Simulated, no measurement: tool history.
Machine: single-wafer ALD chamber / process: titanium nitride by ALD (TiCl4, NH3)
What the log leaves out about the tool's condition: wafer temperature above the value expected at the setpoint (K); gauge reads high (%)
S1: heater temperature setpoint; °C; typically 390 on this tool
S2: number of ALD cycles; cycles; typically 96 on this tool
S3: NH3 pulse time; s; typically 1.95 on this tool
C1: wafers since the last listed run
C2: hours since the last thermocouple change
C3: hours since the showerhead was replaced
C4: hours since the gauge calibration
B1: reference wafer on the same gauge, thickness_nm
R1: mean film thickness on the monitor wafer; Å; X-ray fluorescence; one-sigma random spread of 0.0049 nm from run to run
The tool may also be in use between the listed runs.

| run | day | S1 | S2 | S3 | C1 | C2 | C3 | C4 | B1 | R1 |
|---|---|---|---|---|---|---|---|---|---|---|
| 1 | 0 | 390 | 96 | 1.95 | 0 | 129.5 | 5378.8 | 371.9 | 2.119 | 19.8 |
| 2 | 1.054 | 390 | 96 | 1.95 | 56 | 154.8 | 5404.1 | 397.2 | 2.118 | 19.72 |
| 3 | 3.054 | 378 | 110 | 1.95 | 106 | 202.8 | 5452.1 | 445.2 | 2.121 | 22.35 |
| 4 | 4.712 | 378 | 110 | 1.95 | 88 | 242.6 | 5491.9 | 485 | 2.121 | 22.38 |
| 5 | 6.267 | 378 | 110 | 1.95 | 83 | 279.9 | 5529.2 | 522.3 | 2.121 | 22.49 |
| 6 | 7.988 | 390 | 87 | 1.95 | 92 | 321.2 | 5570.5 | 563.6 | 2.121 | 17.76 |
| 7 | 9.721 | 390 | 96 | 1.95 | 92 | 362.8 | 5612.1 | 605.2 | 2.12 | 19.76 |
| 8 | 10.833 | 390 | 96 | 1.95 | 59 | 389.5 | 5638.8 | 631.9 | 2.122 | 19.65 |
| 9 | 13.483 | 390 | 96 | 1.95 | 141 | 453.1 | 5702.4 | 695.5 | 2.121 | 19.73 |
| 10 | 14.525 | 383 | 96 | 1.95 | 55 | 478.1 | 5727.4 | 720.5 | 2.122 | 19.58 |
| 11 | 17.317 | 383 | 96 | 1.95 | 149 | 545.1 | 5794.4 | 787.5 | 2.119 | 19.59 |
| 12 | 18.471 | 390 | 96 | 1.95 | 61 | 572.8 | 5822.1 | 815.2 | 2.121 | 19.75 |
| 13 | 21.108 | 390 | 96 | 1.95 | 141 | 636.1 | 5885.4 | 878.5 | 2.121 | 19.74 |
| 14 | 22.438 | 390 | 96 | 1.95 | 71 | 668 | 5917.3 | 910.4 | 2.118 | 19.76 |
| 15 | 24.283 | 390 | 96 | 1.95 | 98 | 712.3 | 5961.6 | 954.7 | 2.119 | 19.73 |
| 16 | 26.196 | 393 | 96 | 1.95 | 102 | 758.2 | 6007.5 | 1000.6 | 2.121 | 19.73 |
| 17 | 27.546 | 393 | 96 | 1.95 | 72 | 790.6 | 6039.9 | 1033 | 2.122 | 19.77 |
| 18 | 29.483 | 393 | 96 | 1.95 | 103 | 837.1 | 6086.4 | 1079.5 | 2.118 | 19.77 |
| 19 | 31.112 | 398 | 96 | 1.95 | 87 | 876.2 | 6125.5 | 1118.6 | 2.119 | 19.85 |
| 20 | 33.979 | 385 | 83 | 1.7 | 153 | 945 | 6194.3 | 1187.4 | 2.12 | 16.76 |
| 21 | 35.821 | 375 | 96 | 2.67 | 98 | 989.2 | 6238.5 | 1231.6 | 2.121 | 20.1 |
|  | 36.771 | thermocouple changed; heater temperature recalibrated |
| 22 | 37.412 | 383 | 89 | 1.6 | 67 | 15.4 | 6276.7 | 1269.8 | 2.122 | 17.73 |
| 23 | 39.738 | 402 | 114 | 2.65 | 124 | 71.2 | 6332.5 | 1325.6 | 2.119 | 23.93 |
| 24 | 41.975 | 399 | 96 | 1.95 | 119 | 124.9 | 6386.2 | 1379.3 | 2.12 | 19.89 |
| 25 | 44.479 | 384 | 87 | 1.56 | 133 | 185 | 6446.3 | 1439.4 | 2.121 | 17.39 |
| 26 | 46.783 | 390 | 89 | 1.95 | 123 | 240.3 | 6501.6 | 1494.7 | 2.121 | 18.29 |
| 27 | 49.1 | 385 | 96 | 1.27 | 123 | 295.9 | 6557.2 | 1550.3 | 2.12 | 18.52 |
|  | 51.042 | gauge calibrated |
| 28 | 51.079 | 384 | 96 | 1.95 | 105 | 343.4 | 6604.7 | 0.9 | 2.12 | 19.58 |
| 29 | 52.383 | 375 | 83 | 2.35 | 69 | 374.7 | 6636 | 32.2 | 2.123 | 17.1 |
|  | 54.938 | showerhead replaced |
| 30 | 55.979 | 390 | 96 | 1.95 | 174 | 461 | 25 | 118.5 | 2.118 | 19.75 |
| 31 | 57.05 | 382 | 91 | 1.17 | 57 | 486.7 | 50.7 | 144.2 | 2.118 | 17.01 |
| 32 | 59.533 | 380 | 96 | 1.64 | 132 | 546.3 | 110.3 | 203.8 | 2.12 | 19.13 |
| 33 | 60.867 | 390 | 96 | 1.95 | 71 | 578.3 | 142.3 | 235.8 | 2.117 | 19.72 |
| 34 | 63.696 | 400 | 108 | 2.28 | 151 | 646.2 | 210.2 | 303.7 | 2.119 | 22.7 |
| 35 | 65.704 | 378 | 110 | 1.95 | 107 | 694.4 | 258.4 | 351.9 | 2.12 | 22.4 |
| 36 | 66.792 | 390 | 96 | 1.95 | 58 | 720.5 | 284.5 | 378 | 2.12 | 19.75 |
| 37 | 69.283 | 390 | 96 | 1.36 | 133 | 780.3 | 344.3 | 437.8 | 2.121 | 18.84 |
| 38 | 71.254 | 396 | 96 | 2.69 | 105 | 827.6 | 391.6 | 485.1 | 2.122 | 20.16 |

Below are 5 alternative next runs, each starting from the tool's condition after run 38. Predict each:
| A | 71.279 | 395 | 96 | 1.95 | 1 | 828.2 | 392.2 | 485.7 | ? | ? |
| B | 71.279 | 390 | 115 | 2.27 | 1 | 828.2 | 392.2 | 485.7 | ? | ? |
| C | 71.279 | 390 | 96 | 2.37 | 1 | 828.2 | 392.2 | 485.7 | ? | ? |
| D | 71.279 | 395 | 82 | 2.44 | 1 | 828.2 | 392.2 | 485.7 | ? | ? |
| E | 71.279 | 376 | 79 | 1.95 | 1 | 828.2 | 392.2 | 485.7 | ? | ? |

| run | B1 | R1 |
|---|---|---|
| A | 2.121 | 19.89 |
| B | 2.121 | 23.99 |
| C | 2.121 | 20.09 |
| D | 2.121 | 17.24 |
| E | 2.121 | 16.11 |
Without the tool's unlogged condition, the same runs would have read:
| run | R1 |
|---|---|
| A | 19.89 |
| B | 23.99 |
| C | 20.09 |
| D | 17.24 |
| E | 16.11 |
